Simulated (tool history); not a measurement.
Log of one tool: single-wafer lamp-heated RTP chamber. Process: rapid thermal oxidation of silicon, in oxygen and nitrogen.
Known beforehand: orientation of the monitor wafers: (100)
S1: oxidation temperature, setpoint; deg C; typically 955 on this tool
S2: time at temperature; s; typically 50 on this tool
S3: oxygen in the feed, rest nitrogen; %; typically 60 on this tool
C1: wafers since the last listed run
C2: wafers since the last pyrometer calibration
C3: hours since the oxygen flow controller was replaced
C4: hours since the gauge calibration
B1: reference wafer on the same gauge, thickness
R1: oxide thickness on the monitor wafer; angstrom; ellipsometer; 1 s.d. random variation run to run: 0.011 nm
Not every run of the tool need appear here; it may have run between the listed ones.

{"run": 1, "hour": 0.0, "S1": 955, "S2": 50, "S3": 60, "C1": 0, "C2": 3158, "C3": 3272.9, "C4": 697.5, "B1": 4.024, "R1": 35.97}
{"run": 2, "hour": 27.0, "S1": 955, "S2": 50, "S3": 60, "C1": 247, "C2": 3405, "C3": 3299.9, "C4": 724.5, "B1": 4.02, "R1": 36.05}
{"run": 3, "hour": 93.4, "S1": 955, "S2": 50, "S3": 60, "C1": 607, "C2": 4013, "C3": 3366.3, "C4": 790.9, "B1": 4.019, "R1": 36.24}
{"run": 4, "hour": 148.4, "S1": 955, "S2": 50, "S3": 60, "C1": 503, "C2": 4516, "C3": 3421.3, "C4": 845.9, "B1": 4.019, "R1": 36.22}
{"run": 5, "hour": 214.6, "S1": 955, "S2": 50, "S3": 60, "C1": 605, "C2": 5122, "C3": 3487.5, "C4": 912.1, "B1": 4.023, "R1": 35.94}
{"run": 6, "hour": 281.8, "S1": 955, "S2": 50, "S3": 60, "C1": 614, "C2": 5737, "C3": 3554.7, "C4": 979.3, "B1": 4.021, "R1": 36.33}
{"run": 7, "hour": 331.9, "S1": 955, "S2": 50, "S3": 60, "C1": 458, "C2": 6195, "C3": 3604.8, "C4": 1029.4, "B1": 4.023, "R1": 36.31}
{"run": 8, "hour": 397.2, "S1": 955, "S2": 50, "S3": 60, "C1": 597, "C2": 6793, "C3": 3670.1, "C4": 1094.7, "B1": 4.02, "R1": 36.11}
{"run": 9, "hour": 464.7, "S1": 955, "S2": 50, "S3": 60, "C1": 617, "C2": 7411, "C3": 3737.6, "C4": 1162.2, "B1": 4.019, "R1": 36.1}
{"run": 10, "hour": 505.1, "S1": 955, "S2": 50, "S3": 60, "C1": 369, "C2": 7780, "C3": 3778, "C4": 1202.6, "B1": 4.018, "R1": 36.3}
{"hour": 539.8, "done": "pyrometer window cleaned and pyrometer calibrated"}
{"run": 11, "hour": 542.7, "S1": 955, "S2": 50, "S3": 60, "C1": 270, "C2": 26, "C3": 3815.6, "C4": 1240.2, "B1": 4.018, "R1": 35.55}
{"run": 12, "hour": 572.1, "S1": 955, "S2": 50, "S3": 60, "C1": 269, "C2": 295, "C3": 3845, "C4": 1269.6, "B1": 4.02, "R1": 35.5}
{"hour": 593.4, "done": "oxygen flow controller replaced"}
{"run": 13, "hour": 607.8, "S1": 955, "S2": 50, "S3": 60, "C1": 253, "C2": 549, "C3": 14.4, "C4": 1305.3, "B1": 4.018, "R1": 35.72}
{"run": 14, "hour": 644.8, "S1": 955, "S2": 40, "S3": 60, "C1": 338, "C2": 888, "C3": 51.4, "C4": 1342.3, "B1": 4.022, "R1": 33.07}
{"run": 15, "hour": 671.6, "S1": 977, "S2": 57, "S3": 73, "C1": 245, "C2": 1133, "C3": 78.2, "C4": 1369.1, "B1": 4.021, "R1": 46.09}
{"run": 16, "hour": 710.4, "S1": 955, "S2": 35, "S3": 82, "C1": 355, "C2": 1488, "C3": 117, "C4": 1407.9, "B1": 4.023, "R1": 34.38}
{"hour": 742.7, "done": "gauge calibrated"}
{"run": 17, "hour": 743.1, "S1": 935, "S2": 34, "S3": 60, "C1": 299, "C2": 1787, "C3": 149.7, "C4": 0.4, "B1": 4.023, "R1": 28.47}
{"run": 18, "hour": 917.1, "S1": 955, "S2": 50, "S3": 60, "C1": 1592, "C2": 3379, "C3": 323.7, "C4": 174.4, "B1": 4.02, "R1": 36.1}
{"run": 19, "hour": 962.4, "S1": 955, "S2": 40, "S3": 60, "C1": 414, "C2": 3794, "C3": 369, "C4": 219.7, "B1": 4.023, "R1": 33.51}
{"run": 20, "hour": 988.3, "S1": 984, "S2": 66, "S3": 37, "C1": 237, "C2": 4031, "C3": 394.9, "C4": 245.6, "B1": 4.019, "R1": 41.95}
{"run": 21, "hour": 1032.9, "S1": 955, "S2": 44, "S3": 46, "C1": 408, "C2": 4439, "C3": 439.5, "C4": 290.2, "B1": 4.021, "R1": 32.39}
{"run": 22, "hour": 1067.7, "S1": 985, "S2": 50, "S3": 78, "C1": 318, "C2": 4757, "C3": 474.3, "C4": 325, "B1": 4.019, "R1": 47.61}
{"run": 23, "hour": 1101.1, "S1": 955, "S2": 50, "S3": 86, "C1": 305, "C2": 5063, "C3": 507.7, "C4": 358.4, "B1": 4.02, "R1": 40.12}
{"run": 24, "hour": 1128.5, "S1": 955, "S2": 50, "S3": 60, "C1": 250, "C2": 5314, "C3": 535.1, "C4": 385.8, "B1": 4.021, "R1": 36.23}
{"run": 25, "hour": 1174.9, "S1": 955, "S2": 50, "S3": 60, "C1": 424, "C2": 5738, "C3": 581.5, "C4": 432.2, "B1": 4.017, "R1": 36.19}

5 ways to go on from here, each from the tool as it stands after run 25. What would each give?
{"run": "A", "hour": 1175.4, "S1": 955, "S2": 57, "S3": 60, "C1": 4, "C2": 5743, "C3": 582, "C4": 432.7, "B1": "?", "R1": "?"}
{"run": "B", "hour": 1175.4, "S1": 941, "S2": 43, "S3": 78, "C1": 4, "C2": 5743, "C3": 582, "C4": 432.7, "B1": "?", "R1": "?"}
{"run": "C", "hour": 1175.4, "S1": 977, "S2": 32, "S3": 52, "C1": 4, "C2": 5743, "C3": 582, "C4": 432.7, "B1": "?", "R1": "?"}
{"run": "D", "hour": 1175.4, "S1": 935, "S2": 61, "S3": 60, "C1": 4, "C2": 5743, "C3": 582, "C4": 432.7, "B1": "?", "R1": "?"}
{"run": "E", "hour": 1175.4, "S1": 966, "S2": 71, "S3": 60, "C1": 4, "C2": 5743, "C3": 582, "C4": 432.7, "B1": "?", "R1": "?"}

run=A B1=4.019 R1=38.06
run=B B1=4.019 R1=33.88
run=C B1=4.019 R1=34.02
run=D B1=4.019 R1=34.51
run=E B1=4.019 R1=44.63
Had the tool no hidden state, the same runs would have come out as:
run=A R1=37.33
run=B R1=33.29
run=C R1=33.45
run=D R1=33.92
run=E R1=43.7
